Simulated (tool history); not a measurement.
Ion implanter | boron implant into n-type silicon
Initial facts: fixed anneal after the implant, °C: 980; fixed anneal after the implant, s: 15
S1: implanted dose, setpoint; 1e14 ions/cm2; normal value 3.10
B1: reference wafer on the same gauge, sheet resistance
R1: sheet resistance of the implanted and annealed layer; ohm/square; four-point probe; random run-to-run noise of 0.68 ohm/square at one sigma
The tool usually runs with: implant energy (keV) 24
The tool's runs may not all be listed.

Run 1, hour 0.0: usual settings; B1 367.11. Result: R1 315.04 ohm/square.
Run 2, hour 35.0: usual settings but S1 2.84 1e14 ions/cm2; B1 367.00. Result: R1 337.20 ohm/square.
Run 3, hour 59.7: usual settings but S1 2.84 1e14 ions/cm2; B1 366.84. Result: R1 336.93 ohm/square.
Run 4, hour 130.8: usual settings but implant energy (keV) 19; B1 367.17. Result: R1 319.49 ohm/square.
Run 5, hour 189.6: usual settings but S1 3.69 1e14 ions/cm2; B1 366.76. Result: R1 276.27 ohm/square.
Run 6, hour 256.3: usual settings but S1 3.69 1e14 ions/cm2; B1 366.75. Result: R1 276.42 ohm/square.
Run 7, hour 323.8: usual settings but S1 3.69 1e14 ions/cm2; B1 367.14. Result: R1 275.95 ohm/square.
Run 8, hour 380.8: usual settings but S1 3.59 1e14 ions/cm2; B1 366.99. Result: R1 281.73 ohm/square.

Predict the results of run 9:
At hour 429.3: gauge calibrated.
Run 9, hour 440.6: usual settings; B1 ?. Result: R1 ?.

For run 9 the tool returned B1 366.91, R1 315.99 ohm/square.
Without the tool's hidden state the same run would have given R1 315.99 ohm/square.
